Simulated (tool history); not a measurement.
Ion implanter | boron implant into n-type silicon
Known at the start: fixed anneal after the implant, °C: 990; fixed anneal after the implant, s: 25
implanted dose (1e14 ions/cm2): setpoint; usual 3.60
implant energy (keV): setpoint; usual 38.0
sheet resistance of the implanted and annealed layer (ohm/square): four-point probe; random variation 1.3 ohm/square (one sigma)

run,hour,implanted dose (1e14 ions/cm2),implant energy (keV),wafers since the last listed run,hours since the last dose calibration,hours since the extraction supply was calibrated,hours since the gauge calibration,"read-back reference wafer on the same gauge, sheet resistance",sheet resistance of the implanted and annealed layer (ohm/square)
1,0.0,3.60,38.0,0,0.5,3287.5,1108.6,277.92,268.95
2,45.1,3.60,38.0,963,45.6,3332.6,1153.7,277.81,267.65
3,91.1,3.60,38.0,982,91.6,3378.6,1199.7,277.89,269.10
4,267.6,3.60,38.0,3769,268.1,3555.1,1376.2,277.86,267.42
5,339.3,3.60,38.0,1531,339.8,3626.8,1447.9,277.79,266.90
6,397.2,3.60,47.0,1236,397.7,3684.7,1505.8,278.09,261.60
7,426.4,3.60,47.0,623,426.9,3713.9,1535.0,278.26,259.32
8,569.1,3.60,47.0,3047,569.6,3856.6,1677.7,277.90,261.08
9,745.7,3.60,38.0,3771,746.2,4033.2,1854.3,278.14,267.84
10,788.2,3.60,38.0,907,788.7,4075.7,1896.8,278.24,266.71
# hour 809.5: gauge calibrated
11,820.5,3.60,38.0,689,821.0,4108.0,11.0,278.00,263.26
12,870.4,3.60,38.0,1065,870.9,4157.9,60.9,278.05,265.12
13,916.5,3.84,38.0,984,917.0,4204.0,107.0,277.88,253.31
14,942.4,3.60,38.0,553,942.9,4229.9,132.9,277.53,265.74
15,970.2,3.60,34.0,593,970.7,4257.7,160.7,278.04,267.88
16,1101.3,2.71,38.0,2800,1101.8,4388.8,291.8,278.17,329.58
17,1154.4,3.60,38.0,1134,1154.9,4441.9,344.9,277.76,266.03
18,1192.4,3.20,38.0,811,1192.9,4479.9,382.9,277.65,287.69
19,1262.7,4.67,34.0,1501,1263.2,4550.2,453.2,277.88,214.92
20,1322.7,3.31,44.5,1281,1323.2,4610.2,513.2,277.64,276.22
21,1369.3,3.60,38.0,995,1369.8,4656.8,559.8,278.03,262.86
22,1418.4,3.11,46.5,1048,1418.9,4705.9,608.9,278.04,286.47
23,1489.5,3.60,38.0,1518,1490.0,4777.0,680.0,277.94,258.25
24,1520.4,2.68,45.0,659,1520.9,4807.9,710.9,278.01,317.48
# hour 1547.2: extraction supply calibrated
# hour 1575.1: Faraday cup replaced and dose calibrated
25,1588.9,4.32,45.5,1121,13.8,41.7,779.4,277.67,229.62
26,1637.4,3.60,28.0,1035,62.3,90.2,827.9,278.03,275.94
27,1671.5,3.95,48.0,728,96.4,124.3,862.0,277.77,246.18
28,1728.6,4.39,38.0,1219,153.5,181.4,919.1,278.14,230.38
29,1799.4,4.24,25.0,1512,224.3,252.2,989.9,277.79,245.86
30,1827.7,3.60,29.0,604,252.6,280.5,1018.2,277.90,276.71
31,1872.2,3.20,38.0,950,297.1,325.0,1062.7,277.93,292.57
32,1936.6,3.03,32.5,1375,361.5,389.4,1127.1,278.02,311.05
33,1994.7,4.24,29.0,1240,419.6,447.5,1185.2,278.02,241.51
34,2043.6,3.60,38.0,1044,468.5,496.4,1234.1,278.34,268.38
35,2090.7,3.09,49.0,1005,515.6,543.5,1281.2,278.08,292.69
36,2136.9,2.72,46.0,986,561.8,589.7,1327.4,277.70,320.08

5 ways to go on from here, each from the tool as it stands after run 36. What would each give?
A,2137.3,3.60,38.0,8,562.2,590.1,1327.8,?,?
B,2137.3,4.33,28.5,8,562.2,590.1,1327.8,?,?
C,2137.3,3.11,38.0,8,562.2,590.1,1327.8,?,?
D,2137.3,3.60,43.0,8,562.2,590.1,1327.8,?,?
E,2137.3,4.44,38.0,8,562.2,590.1,1327.8,?,?

run,"read-back reference wafer on the same gauge, sheet resistance",sheet resistance of the implanted and annealed layer (ohm/square)
A,277.77,267.46
B,277.77,237.63
C,277.77,298.95
D,277.77,264.18
E,277.77,227.22
Without the tool's hidden state the same runs would have given:
run,sheet resistance of the implanted and annealed layer (ohm/square)
A,267.57
B,237.73
C,299.07
D,264.29
E,227.32
